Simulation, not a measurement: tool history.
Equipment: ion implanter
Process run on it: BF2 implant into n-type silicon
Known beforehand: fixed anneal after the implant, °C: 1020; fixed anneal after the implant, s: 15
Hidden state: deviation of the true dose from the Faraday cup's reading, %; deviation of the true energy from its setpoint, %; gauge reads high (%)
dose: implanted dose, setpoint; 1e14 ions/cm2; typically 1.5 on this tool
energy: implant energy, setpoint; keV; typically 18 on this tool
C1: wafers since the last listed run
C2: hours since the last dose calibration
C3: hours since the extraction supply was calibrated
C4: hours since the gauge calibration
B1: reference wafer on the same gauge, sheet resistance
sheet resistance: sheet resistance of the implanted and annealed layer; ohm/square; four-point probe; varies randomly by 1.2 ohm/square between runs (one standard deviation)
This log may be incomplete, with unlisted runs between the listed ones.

Run 1, hour 0: usual settings but energy 15.5 keV; C1 0; C2 1647.1; C3 3664.6; C4 10.7; B1 803.12. Result: sheet resistance 802.41 ohm/square.
Run 2, hour 65.6: usual settings but energy 15.5 keV; C1 1133; C2 1712.7; C3 3730.2; C4 76.3; B1 802.59. Result: sheet resistance 803.54 ohm/square.
Run 3, hour 128.2: usual settings but energy 15.5 keV; C1 1081; C2 1775.3; C3 3792.8; C4 138.9; B1 802.61. Result: sheet resistance 805.39 ohm/square.
Run 4, hour 206.3: usual settings but dose 1.27 1e14 ions/cm2, energy 16 keV; C1 1349; C2 1853.4; C3 3870.9; C4 217; B1 803. Result: sheet resistance 924.46 ohm/square.
Run 5, hour 260.9: usual settings but dose 1.27 1e14 ions/cm2, energy 16 keV; C1 943; C2 1908; C3 3925.5; C4 271.6; B1 803. Result: sheet resistance 927.72 ohm/square.
Run 6, hour 367.1: usual settings but dose 1.27 1e14 ions/cm2, energy 16 keV; C1 1834; C2 2014.2; C3 4031.7; C4 377.8; B1 802.73. Result: sheet resistance 927.52 ohm/square.
Run 7, hour 456.2: usual settings but dose 1.65 1e14 ions/cm2; C1 1539; C2 2103.3; C3 4120.8; C4 466.9; B1 803.28. Result: sheet resistance 727.61 ohm/square.
Run 8, hour 521.1: usual settings but dose 1.65 1e14 ions/cm2; C1 1121; C2 2168.2; C3 4185.7; C4 531.8; B1 803.42. Result: sheet resistance 729.75 ohm/square.
Run 9, hour 588: usual settings but dose 1.65 1e14 ions/cm2; C1 1155; C2 2235.1; C3 4252.6; C4 598.7; B1 802.92. Result: sheet resistance 728.11 ohm/square.
At hour 688.2: extraction supply calibrated.
At hour 694.1: Faraday cup replaced and dose calibrated.
Run 10, hour 852.4: usual settings but dose 1.64 1e14 ions/cm2; C1 4328; C2 158.3; C3 164.2; C4 863.1; B1 803.6. Result: sheet resistance 718.44 ohm/square.
At hour 905.6: gauge calibrated.
Run 11, hour 906.5: usual settings; C1 934; C2 212.4; C3 218.3; C4 0.9; B1 803.3. Result: sheet resistance 776.71 ohm/square.
Run 12, hour 975.4: usual settings; C1 1190; C2 281.3; C3 287.2; C4 69.8; B1 802.89. Result: sheet resistance 778.5 ohm/square.
Run 13, hour 1068.8: usual settings but dose 1.88 1e14 ions/cm2; C1 1613; C2 374.7; C3 380.6; C4 163.2; B1 802.41. Result: sheet resistance 639.72 ohm/square.
Run 14, hour 1121.8: usual settings but dose 1.15 1e14 ions/cm2, energy 12.5 keV; C1 915; C2 427.7; C3 433.6; C4 216.2; B1 802.64. Result: sheet resistance 1025.87 ohm/square.
Run 15, hour 1164.8: usual settings but energy 12.5 keV; C1 742; C2 470.7; C3 476.6; C4 259.2; B1 803.27. Result: sheet resistance 816.15 ohm/square.
Run 16, hour 1210: usual settings but dose 1.94 1e14 ions/cm2; C1 780; C2 515.9; C3 521.8; C4 304.4; B1 802.97. Result: sheet resistance 623.68 ohm/square.
Run 17, hour 1271: usual settings; C1 1053; C2 576.9; C3 582.8; C4 365.4; B1 803.21. Result: sheet resistance 779.96 ohm/square.
Run 18, hour 1316.6: usual settings but dose 1.72 1e14 ions/cm2, energy 20 keV; C1 787; C2 622.5; C3 628.4; C4 411; B1 802.68. Result: sheet resistance 684.6 ohm/square.

For some of the steps in sheet resistance from one run to the next: how much would appear even if the tool had no hidden state, given the settings, what came in and random variation, and how much remains for the hidden state plus any gauge scatter that the measured result and the result without hidden state don't share?
Run 9 -> 10: dose 1.65 -> 1.64, extraction supply calibrated, Faraday cup replaced and dose calibrated. sheet resistance -9.67 ohm/square: hidden state -14.05, all else +4.38.
Run 13 -> 14: dose 1.88 -> 1.15, energy 18 -> 12.5. sheet resistance +386.15 ohm/square: hidden state +3, all else +383.15.
